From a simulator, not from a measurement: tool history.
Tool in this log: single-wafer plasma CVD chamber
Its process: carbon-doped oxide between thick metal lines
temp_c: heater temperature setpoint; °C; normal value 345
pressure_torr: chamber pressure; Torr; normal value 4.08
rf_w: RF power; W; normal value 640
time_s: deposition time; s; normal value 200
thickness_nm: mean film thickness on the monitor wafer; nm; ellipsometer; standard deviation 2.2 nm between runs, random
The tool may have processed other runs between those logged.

run,hour,temp_c,pressure_torr,rf_w,time_s,"read-back reference wafer on the same gauge, thickness_nm",thickness_nm
1,0,345,4.08,640,200,1029.675,1098.089
2,32.8,345,4.08,640,200,1029.481,1097.694
3,67.9,345,4.08,640,192,1029.477,1052.657
4,101.9,345,4.08,640,192,1030.135,1053.107
5,125.3,345,4.08,565,200,1029.715,1029.267
6,140.1,345,4.08,565,200,1030.047,1030.915
7,169.6,345,3.84,640,200,1030.271,1084.525
8,196.9,345,4.08,640,200,1029.705,1089.339
9,220.9,345,4.08,640,200,1030.201,1092.616
10,243.3,345,4.08,640,200,1029.958,1089.421
11,258,345,4.08,640,200,1029.951,1091.488
12,273.7,345,4.08,640,200,1029.576,1088.862
13,287.1,345,4.08,640,200,1030.072,1091.878
14,302.8,350,5.07,760,200,1029.898,1212.324
15,321.5,355,3.32,715,226,1029.456,1282.515
16,355.3,345,4.08,640,200,1030.088,1126.793
17,381.4,350,4.08,595,200,1030.206,1078.641
18,416.6,345,4.08,640,200,1030.034,1137.605
19,446.2,345,4.78,640,200,1030.361,1169.263
20,498.5,345,4.08,640,200,1030.028,1137.344
21,521.9,332,4.08,580,200,1029.495,1117.789
22,539.8,356,4.08,640,212,1029.652,1167.392
23,561.4,345,4.08,640,200,1029.893,1131.333
24,576,345,4.08,640,200,1029.655,1132.448
25,669,336,4.08,640,219,1030.354,1263.783
26,685.3,359,4.58,590,212,1029.942,1134.781

The log once held 6 entries between its listed runs, left out of this copy. Where does each go, and what is different about the tool's unlogged condition between the listed run before it and the listed run after it?
In the gap between runs 9 and 10: showerhead replaced (hour 234.8)
  delivered RF power above the setpoint (%): -8.26 -> -8.28; true pressure above the setpoint (%): -6.59 -> -6.89
  difference, measured minus the result without the unlogged condition, thickness_nm: -59.741 -> -60.219 nm
In the gap between runs 12 and 13: gauge calibrated (hour 285.3)
  delivered RF power above the setpoint (%): -8.3 -> -8.31; true pressure above the setpoint (%): -7.32 -> -7.51
  difference, measured minus the result without the unlogged condition, thickness_nm: -61.095 -> -61.675 nm
In the gap between runs 14 and 15: RF generator calibrated (hour 321)
  delivered RF power above the setpoint (%): -8.32 -> -0.744; true pressure above the setpoint (%): -7.73 -> -8.01
  difference, measured minus the result without the unlogged condition, thickness_nm: -69.367 -> -15.813 nm
In the gap between runs 17 and 18: capacitance manometer re-zeroed and calibrated (hour 416.1)
  delivered RF power above the setpoint (%): -1.42 -> -1.79; true pressure above the setpoint (%): -8.93 -> -0.68
  difference, measured minus the result without the unlogged condition, thickness_nm: -24.323 -> -11.41 nm
In the gap between runs 19 and 20: thermocouple changed; heater temperature recalibrated (hour 489.6)
  delivered RF power above the setpoint (%): -2.09 -> -2.58; true pressure above the setpoint (%): -0.688 -> -0.733
  difference, measured minus the result without the unlogged condition, thickness_nm: -13.549 -> -16.052 nm
In the gap between runs 24 and 25: gauge calibrated (hour 588)
  delivered RF power above the setpoint (%): -3.25 -> -3.97; true pressure above the setpoint (%): -0.88 -> -1.18
  difference, measured minus the result without the unlogged condition, thickness_nm: -20.147 -> -27.811 nm
